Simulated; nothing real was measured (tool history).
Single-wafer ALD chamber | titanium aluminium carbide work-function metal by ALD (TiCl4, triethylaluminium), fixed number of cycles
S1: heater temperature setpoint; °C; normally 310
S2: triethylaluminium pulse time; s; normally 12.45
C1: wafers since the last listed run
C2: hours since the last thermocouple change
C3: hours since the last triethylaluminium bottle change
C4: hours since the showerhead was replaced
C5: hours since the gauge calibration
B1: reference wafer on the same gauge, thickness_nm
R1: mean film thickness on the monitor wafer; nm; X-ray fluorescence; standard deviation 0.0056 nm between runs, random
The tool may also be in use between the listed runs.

Run 1, day 0.000: usual settings but S2 10.99 s; C1 0; C2 1874.7; C3 82.1; C4 5778.3; C5 267.1; B1 2.618. Result: R1 2.208 nm.
Run 2, day 2.204: usual settings but S2 10.99 s; C1 371; C2 1927.6; C3 135.0; C4 5831.2; C5 320.0; B1 2.619. Result: R1 2.203 nm.
Run 3, day 5.125: usual settings but S2 10.99 s; C1 492; C2 1997.7; C3 205.1; C4 5901.3; C5 390.1; B1 2.619. Result: R1 2.183 nm.
Run 4, day 7.458: usual settings; C1 393; C2 2053.7; C3 261.1; C4 5957.3; C5 446.1; B1 2.619. Result: R1 2.203 nm.
Run 5, day 10.558: usual settings; C1 522; C2 2128.1; C3 335.5; C4 6031.7; C5 520.5; B1 2.621. Result: R1 2.196 nm.
Run 6, day 14.792: usual settings; C1 713; C2 2229.7; C3 437.1; C4 6133.3; C5 622.1; B1 2.622. Result: R1 2.200 nm.
Run 7, day 18.008: usual settings but S2 15.38 s; C1 541; C2 2306.9; C3 514.3; C4 6210.5; C5 699.3; B1 2.621. Result: R1 2.233 nm.
Run 8, day 22.146: usual settings but S2 15.38 s; C1 696; C2 2406.2; C3 613.6; C4 6309.8; C5 798.6; B1 2.621. Result: R1 2.219 nm.
At day 24.550: gauge calibrated.
Run 9, day 25.425: usual settings but S2 15.38 s; C1 552; C2 2484.9; C3 692.3; C4 6388.5; C5 21.0; B1 2.620. Result: R1 2.209 nm.
Run 10, day 28.375: usual settings; C1 496; C2 2555.7; C3 763.1; C4 6459.3; C5 91.8; B1 2.620. Result: R1 2.176 nm.
At day 29.492: thermocouple changed; heater temperature recalibrated.
Run 11, day 33.379: usual settings; C1 786; C2 93.3; C3 883.2; C4 6579.4; C5 211.9; B1 2.619. Result: R1 2.174 nm.
At day 35.179: showerhead replaced.
Run 12, day 35.200: usual settings but S1 295 °C; C1 250; C2 137.0; C3 926.9; C4 0.5; C5 255.6; B1 2.623. Result: R1 2.050 nm.
Run 13, day 37.496: usual settings but S1 319 °C, S2 8.74 s; C1 386; C2 192.1; C3 982.0; C4 55.6; C5 310.7; B1 2.619. Result: R1 2.139 nm.
Run 14, day 39.550: usual settings; C1 346; C2 241.4; C3 1031.3; C4 104.9; C5 360.0; B1 2.622. Result: R1 2.165 nm.
Run 15, day 42.829: usual settings; C1 552; C2 320.1; C3 1110.0; C4 183.6; C5 438.7; B1 2.621. Result: R1 2.167 nm.
Run 16, day 45.633: usual settings but S1 317 °C, S2 10.39 s; C1 472; C2 387.4; C3 1177.3; C4 250.9; C5 506.0; B1 2.621. Result: R1 2.170 nm.
Run 17, day 48.717: usual settings; C1 519; C2 461.4; C3 1251.3; C4 324.9; C5 580.0; B1 2.618. Result: R1 2.168 nm.
Run 18, day 50.550: usual settings; C1 308; C2 505.4; C3 1295.3; C4 368.9; C5 624.0; B1 2.617. Result: R1 2.166 nm.
At day 52.567: triethylaluminium bottle replaced.
Run 19, day 54.279: usual settings but S2 10.30 s; C1 572; C2 594.9; C3 41.1; C4 458.4; C5 713.5; B1 2.620. Result: R1 2.187 nm.
At day 57.183: gauge calibrated.
Run 20, day 58.454: usual settings but S1 297 °C, S2 14.38 s; C1 703; C2 695.1; C3 141.3; C4 558.6; C5 30.5; B1 2.621. Result: R1 2.120 nm.
Run 21, day 62.821: usual settings but S1 322 °C; C1 735; C2 799.9; C3 246.1; C4 663.4; C5 135.3; B1 2.622. Result: R1 2.311 nm.
Run 22, day 66.608: usual settings but S1 319 °C, S2 11.17 s; C1 638; C2 890.8; C3 337.0; C4 754.3; C5 226.2; B1 2.620. Result: R1 2.242 nm.

Alternative continuations, all from the tool just after run 22; predict every row:
Run A, day 66.625: usual settings but S1 306 °C; C1 2; C2 891.2; C3 337.4; C4 754.7; C5 226.6; B1 ?. Result: R1 ?.
Run B, day 66.625: usual settings but S1 321 °C, S2 14.64 s; C1 2; C2 891.2; C3 337.4; C4 754.7; C5 226.6; B1 ?. Result: R1 ?.
Run C, day 66.625: usual settings but S1 304 °C; C1 2; C2 891.2; C3 337.4; C4 754.7; C5 226.6; B1 ?. Result: R1 ?.

run     B1     R1
  A  2.619  2.154
  B  2.619  2.302
  C  2.619  2.138
What these runs would have given with no unlogged condition in the tool:
run     R1
  A  2.188
  B  2.325
  C  2.171

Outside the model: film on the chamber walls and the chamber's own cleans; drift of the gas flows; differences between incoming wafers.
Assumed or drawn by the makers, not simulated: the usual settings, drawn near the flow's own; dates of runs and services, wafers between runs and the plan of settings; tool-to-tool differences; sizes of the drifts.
